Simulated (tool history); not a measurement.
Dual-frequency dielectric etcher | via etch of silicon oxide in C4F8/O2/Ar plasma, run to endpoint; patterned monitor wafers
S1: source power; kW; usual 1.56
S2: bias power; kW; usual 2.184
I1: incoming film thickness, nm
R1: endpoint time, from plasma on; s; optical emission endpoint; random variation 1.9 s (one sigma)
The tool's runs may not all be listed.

run	hour	S1	S2	I1	R1
1	0	1.56	2.184	1362.6	278
2	42.2	1.56	2.184	1358.9	277.3
3	115	1.56	2.184	1371.7	281.6
# hour 187.4: upper electrode replaced
4	209.5	1.56	2.184	1370.6	280.1
5	247.5	1.56	2.309	1374.4	275.5
6	323.1	1.56	2.309	1368	274.1
# hour 417.5: bias power generator calibrated
7	421.9	1.56	2.309	1354.4	269.3
# hour 514.9: source power generator calibrated
8	515.5	1.56	2.184	1360.5	269.6
9	618.7	1.56	2.184	1368.7	273.5
# hour 665.3: wet clean of the chamber
10	722.8	1.39	2.184	1376.6	295.8
11	773.2	1.29	1.86	1373.7	311
12	816.2	1.88	2.023	1366.8	267.2
13	852.9	1.88	2.023	1359.6	269.1
14	926	1.56	2.184	1377.7	283.7
15	970.7	1.71	1.989	1375.9	280.1
16	1032.2	1.71	2.184	1362.4	271.6
17	1096.5	1.87	1.827	1351.6	268.9
18	1169.1	1.37	2.184	1374	288.4
19	1208.1	1.56	2.184	1373.8	282
20	1312.2	1.2	2.603	1375.1	287.5
21	1354.2	1.25	1.887	1363.4	298.2
22	1431.7	1.56	2.184	1365.5	273.8
# hour 1564.7: wet clean of the chamber
23	1664.1	1.68	2.56	1358.2	261.9
24	1703.5	1.56	2.184	1362.2	281.2
25	1777.6	1.37	1.747	1363.8	299.8
26	1876	1.56	2.184	1353.9	271.9
27	1946.9	1.56	2.184	1362.2	274.5
28	2009.2	1.23	2.184	1364.6	294.8
29	2104.6	1.56	2.184	1368.1	273.2
30	2175.5	1.81	2.442	1366.6	256.9
# hour 2265.3: upper electrode replaced
31	2265.8	1.56	2.184	1371.6	272.6
# hour 2343.9: wet clean of the chamber
32	2520	1.56	2.184	1367.8	282.2
33	2672.1	1.17	1.815	1367.9	315.6
34	2777.6	1.83	1.838	1361.6	274.8

Forecast each of these 5 alternatives for the next run:
A	2778.1	1.4	2.184	1355.4	?
B	2778.1	1.31	1.968	1355.4	?
C	2778.1	1.36	2.477	1355.4	?
D	2778.1	1.88	2.675	1355.4	?
E	2778.1	1.87	1.989	1355.4	?

run	R1
A	289.2
B	300.4
C	284.4
D	254.7
E	270.2
Without the tool's hidden state the same runs would have given:
run	R1
A	294.6
B	306
C	289.7
D	259.4
E	275.2
